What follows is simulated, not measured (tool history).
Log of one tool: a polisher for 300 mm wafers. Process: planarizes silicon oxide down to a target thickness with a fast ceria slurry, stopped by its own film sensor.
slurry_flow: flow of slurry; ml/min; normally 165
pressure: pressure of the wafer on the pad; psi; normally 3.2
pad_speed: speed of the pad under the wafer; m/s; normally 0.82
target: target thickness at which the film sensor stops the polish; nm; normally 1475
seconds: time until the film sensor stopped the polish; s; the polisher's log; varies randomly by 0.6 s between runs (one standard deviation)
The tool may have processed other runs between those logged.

run     day  slurry_flow  pressure  pad_speed  target  incoming thickness of the incoming film, nm  seconds
  1   0.000          165       3.2       0.82    1475                                       2301.8     56.5
      1.308  -- worn pad replaced by a new one
  2   1.329          165       3.2       0.82    1475                                       2327.9     52.8
  3   2.225          165       3.2       0.82    1475                                       2314.2     53.3
  4   2.883          165       3.2       0.82    1475                                       2339.6     56.6
  5   3.592          165       3.2       0.82    1475                                       2308.5     54.2
  6   4.358          165       3.2       0.82    1475                                       2329.6     57.4
  7   4.912          165       3.2       0.82    1475                                       2333.9     57.0
  8   6.108          140       3.2       0.82    1475                                       2327.7     59.9
  9   6.979          165       3.2       0.82    1475                                       2296.4     55.9
      7.529  -- worn pad replaced by a new one
 10   7.846          125       3.5       1.06    1322                                       2329.8     46.8
      8.662  -- slurry nozzle cleaned
 11   8.738          115       2.5       0.58    1256                                       2345.5    127.8
      9.875  -- head pressure recalibrated
 12  10.142          145       2.3       0.92    1695                                       2328.7     49.4
 13  11.588          200       3.2       0.98    1475                                       2359.8     45.5
 14  12.896          190       2.2       0.68    1475                                       2300.9     93.3
 15  13.400          165       3.2       0.60    1374                                       2352.3     90.3
 16  14.092          165       3.2       0.82    1475                                       2284.2     53.0
     14.842  -- worn pad replaced by a new one
 17  14.862          165       2.5       0.82    1475                                       2307.0     62.9
 18  15.471          165       2.5       0.82    1475                                       2350.5     67.6

Hidden state, per run?
deviation of the head's pressure from its setpoint, %: 0 in every run
H1: removal rate lost through wear of the pad, %
H2: slurry flow missing at the pad, %
run     H1    H2
  1   10.2  36.7
  2  0.772    38
  3   4.64  38.7
  4   6.62  39.1
  5   8.16  39.6
  6   9.35    40
  7   9.98  40.3
  8   10.9  40.8
  9   11.3  41.1
 10   1.65  41.4
 11   5.02  4.71
 12   8.15  12.9
 13   9.81  19.6
 14   10.6  24.6
 15   10.8  26.2
 16     11  28.3
 17   1.29  30.3
 18   4.09  31.7

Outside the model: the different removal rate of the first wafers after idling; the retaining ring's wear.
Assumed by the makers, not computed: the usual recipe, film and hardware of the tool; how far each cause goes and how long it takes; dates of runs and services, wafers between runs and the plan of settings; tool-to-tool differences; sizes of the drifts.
